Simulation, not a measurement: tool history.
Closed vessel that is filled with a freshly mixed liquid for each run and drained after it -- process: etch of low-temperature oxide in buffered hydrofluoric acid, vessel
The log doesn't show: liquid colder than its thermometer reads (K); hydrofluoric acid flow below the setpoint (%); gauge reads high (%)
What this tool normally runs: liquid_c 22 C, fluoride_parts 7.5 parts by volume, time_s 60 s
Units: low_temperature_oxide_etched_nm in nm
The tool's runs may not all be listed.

run	hour	liquid_c	fluoride_parts	time_s	wafers since the last listed run	hours since the thermometer was replaced	hours since the hydrofluoric acid flow meter was replaced	hours since the gauge calibration	read-back film thickness of the low-temperature oxide reference wafer, read on the same gauge (nm)	low_temperature_oxide_etched_nm
1	0	22	8	60	0	2453.1	1354.4	107	139.99	228.45
2	16	20.5	7.5	60	1938	2469.1	1370.4	123	139.99	224.85
3	41.1	20.5	7.5	60	3040	2494.2	1395.5	148.1	140	225.32
4	54.4	22	7.5	60	1611	2507.5	1408.8	161.4	139.95	245.08
5	74.2	22	7.5	60	2398	2527.3	1428.6	181.2	140	244.18
6	105.3	22	7.5	60	3767	2558.4	1459.7	212.3	140.02	243.14
# hour 124.3: gauge calibrated
7	129.9	22	7.5	60	2979	2583	1484.3	5.6	139.98	241.2
# hour 163.5: thermometer replaced
8	165.6	22	7.5	60	4203	2.1	1520	41.3	139.99	239.65
9	178.5	22	7.5	75	1562	15	1532.9	54.2	139.98	300.77
10	212.1	22	7.5	60	4070	48.6	1566.5	87.8	140.02	239.76
11	235.5	26.5	7.5	60	2834	72	1589.9	111.2	139.96	302.65
# hour 250.9: hydrofluoric acid flow meter replaced
12	260.3	22	7.5	75	2882	96.8	9.4	136	139.99	343.23
13	293.2	25.5	8.5	50	3985	129.7	42.3	168.9	140.01	244.61
14	311.9	17	9	90	2265	148.4	61	187.6	140	258.68
15	342.3	22	9.5	60	3682	178.8	91.4	218	140.03	220.58
# hour 355.3: gauge calibrated
16	372.5	17.5	5.5	80	3658	209	121.6	17.2	140	378.46

Predict each of these 5 candidate next runs independently; none follows another, all start after run 16:
A	373.2	22	7.5	60	84	209.7	122.3	17.9	?	?
B	373.2	22	5	60	84	209.7	122.3	17.9	?	?
C	373.2	18.5	5	40	84	209.7	122.3	17.9	?	?
D	373.2	19.5	6	85	84	209.7	122.3	17.9	?	?
E	373.2	25.5	9	30	84	209.7	122.3	17.9	?	?

run	read-back film thickness of the low-temperature oxide reference wafer, read on the same gauge (nm)	low_temperature_oxide_etched_nm
A	139.97	276.55
B	139.97	399.81
C	139.97	219.3
D	139.97	422.15
E	139.97	139
The same runs, with their run-to-run variation unchanged, on a tool lacking any hidden condition would have given:
run	low_temperature_oxide_etched_nm
A	284.45
B	408.71
C	224.19
D	431.81
E	141.3
